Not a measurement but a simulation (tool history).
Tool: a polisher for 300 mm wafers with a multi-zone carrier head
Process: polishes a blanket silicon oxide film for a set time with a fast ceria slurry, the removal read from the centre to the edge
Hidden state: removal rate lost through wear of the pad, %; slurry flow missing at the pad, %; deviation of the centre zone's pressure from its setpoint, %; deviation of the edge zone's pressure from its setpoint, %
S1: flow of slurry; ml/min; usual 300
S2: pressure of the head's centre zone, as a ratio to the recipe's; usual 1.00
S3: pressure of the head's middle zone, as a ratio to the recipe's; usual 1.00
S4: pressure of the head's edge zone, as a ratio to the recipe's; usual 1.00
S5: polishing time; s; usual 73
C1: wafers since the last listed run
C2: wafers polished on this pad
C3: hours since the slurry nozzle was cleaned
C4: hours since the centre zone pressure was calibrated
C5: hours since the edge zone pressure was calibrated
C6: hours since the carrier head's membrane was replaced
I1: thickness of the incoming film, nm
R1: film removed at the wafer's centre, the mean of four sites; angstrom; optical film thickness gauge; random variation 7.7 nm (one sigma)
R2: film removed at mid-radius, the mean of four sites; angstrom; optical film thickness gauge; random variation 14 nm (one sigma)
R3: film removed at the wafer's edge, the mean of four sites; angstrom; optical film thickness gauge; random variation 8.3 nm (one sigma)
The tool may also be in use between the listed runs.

run   hour   S1    S2    S3    S4  S5   C1    C2     C3     C4     C5     C6      I1     R1     R2     R3
  1    0.0  300  1.00  1.00  1.00  73    0   723  104.6  464.6  327.7  928.0  2880.6   9464   9727   9314
       3.8  -- edge zone pressure recalibrated
  2   15.5  300  1.00  1.00  1.00  73  158   882  120.1  480.1   11.7  943.5  2840.1   9451   9843   9509
  3   49.4  300  1.00  1.00  1.00  73  397  1279  154.0  514.0   45.6  977.4  2871.7   9384   9840   9348
  4   66.7  300  1.00  1.00  1.00  73  202  1482  171.3  531.3   62.9  994.7  2808.5   9426   9541   9266
      82.3  -- worn pad replaced by a new one
      87.8  -- carrier head's membrane replaced by a new one
  5   91.6  300  1.00  1.00  1.00  73  186    50  196.2  556.2   87.8    3.8  2884.3   9485   9606   9495
  6  115.8  300  1.00  1.00  1.00  73  283   334  220.4  580.4  112.0   28.0  2882.7   9362   9535   9341
  7  144.6  300  1.00  1.00  1.00  73  337   672  249.2  609.2  140.8   56.8  2904.0   9363   9575   9436
  8  164.9  300  1.00  0.93  1.00  73  238   910  269.5  629.5  161.1   77.1  2914.1   9388   8946   9221
  9  183.0  300  1.00  1.00  1.00  73  212  1122  287.6  647.6  179.2   95.2  2842.8   9362   9475   9091
     202.6  -- worn pad replaced by a new one
 10  206.5  300  1.00  1.04  1.00  73  228    46  311.1  671.1  202.7  118.7  2817.5   9448  10031   9332
     232.9  -- centre zone pressure recalibrated
 11  238.9  275  1.00  0.94  0.95  73  356   402  343.5    6.0  235.1  151.1  2833.7   9334   8814   8959
 12  253.2  300  1.00  1.00  1.00  73  167   570  357.8   20.3  249.4  165.4  2868.7   9274   9380   9289
 13  266.0  360  1.11  1.00  1.08  66  150   720  370.6   33.1  262.2  178.2  2836.7   9401   8625   8666
 14  283.6  245  1.00  0.94  1.00  73  206   926  388.2   50.7  279.8  195.8  2846.0   8870   8458   8905
 15  319.1  220  1.00  1.00  1.06  59  416  1343  423.7   86.2  315.3  231.3  2833.5   7094   7220   7246
     327.5  -- slurry nozzle cleaned
     327.6  -- worn pad replaced by a new one
     330.0  -- edge zone pressure recalibrated
 16  338.3  235  1.00  0.94  0.91  73  189   102   10.8  105.4    8.3  250.5  2833.8   9260   8852   8769
 17  359.1  300  1.00  1.00  1.00  73  243   346   31.6  126.2   29.1  271.3  2884.7   9479   9644   9311
 18  377.7  300  1.11  0.88  1.12  87  218   564   50.2  144.8   47.7  289.9  2876.0  12449  10163  11686
 19  400.3  245  1.00  1.00  1.00  73  265   829   72.8  167.4   70.3  312.5  2783.7   9345   9532   9200
 20  412.5  230  0.96  1.00  1.00  58  143   972   85.0  179.6   82.5  324.7  2873.5   6928   7410   7228
 21  428.0  260  1.00  1.00  1.00  66  181  1154  100.5  195.1   98.0  340.2  2862.7   8519   8542   8445
 22  459.3  300  1.00  1.00  1.00  73  367  1521  131.8  226.4  129.3  371.5  2859.8   9408   9562   9415
     470.2  -- worn pad replaced by a new one
 23  475.2  235  1.12  1.12  1.10  73  139    58  147.7  242.3  145.2  387.4  2831.4  10257  10338   9529

How the hidden state differs across the entries between the runs, from the last listed run before each to the first after it:
Between runs 1 and 2: edge zone pressure recalibrated (hour 3.8)
  slurry flow missing at the pad, %: 8.15 -> 8.94
  measured less the result without the state, R1: -91 -> -100 angstrom; R2: -84 -> -95 angstrom; R3: -62 -> -69 angstrom
Between runs 4 and 5: worn pad replaced by a new one (hour 82.3); carrier head's membrane replaced by a new one (hour 87.8)
  slurry flow missing at the pad, %: 11.5 -> 12.8
  measured less the result without the state, R1: -133 -> -151 angstrom; R2: -122 -> -138 angstrom; R3: -91 -> -104 angstrom
Between runs 9 and 10: worn pad replaced by a new one (hour 202.6)
  slurry flow missing at the pad, %: 17.5 -> 18.7
  measured less the result without the state, R1: -216 -> -236 angstrom; R2: -197 -> -227 angstrom; R3: -144 -> -161 angstrom
Between runs 10 and 11: centre zone pressure recalibrated (hour 232.9)
  slurry flow missing at the pad, %: 18.7 -> 20.3
  measured less the result without the state, R1: -236 -> -283 angstrom; R2: -227 -> -241 angstrom; R3: -161 -> -186 angstrom
Between runs 15 and 16: slurry nozzle cleaned (hour 327.5); worn pad replaced by a new one (hour 327.6); edge zone pressure recalibrated (hour 330.0)
  slurry flow missing at the pad, %: 24.4 -> 2.68
  measured less the result without the state, R1: -344 -> -35 angstrom; R2: -312 -> -30 angstrom; R3: -231 -> -23 angstrom
Between runs 22 and 23: worn pad replaced by a new one (hour 470.2)
  slurry flow missing at the pad, %: 8.85 -> 9.66
  measured less the result without the state, R1: -99 -> -152 angstrom; R2: -91 -> -137 angstrom; R3: -69 -> -95 angstrom
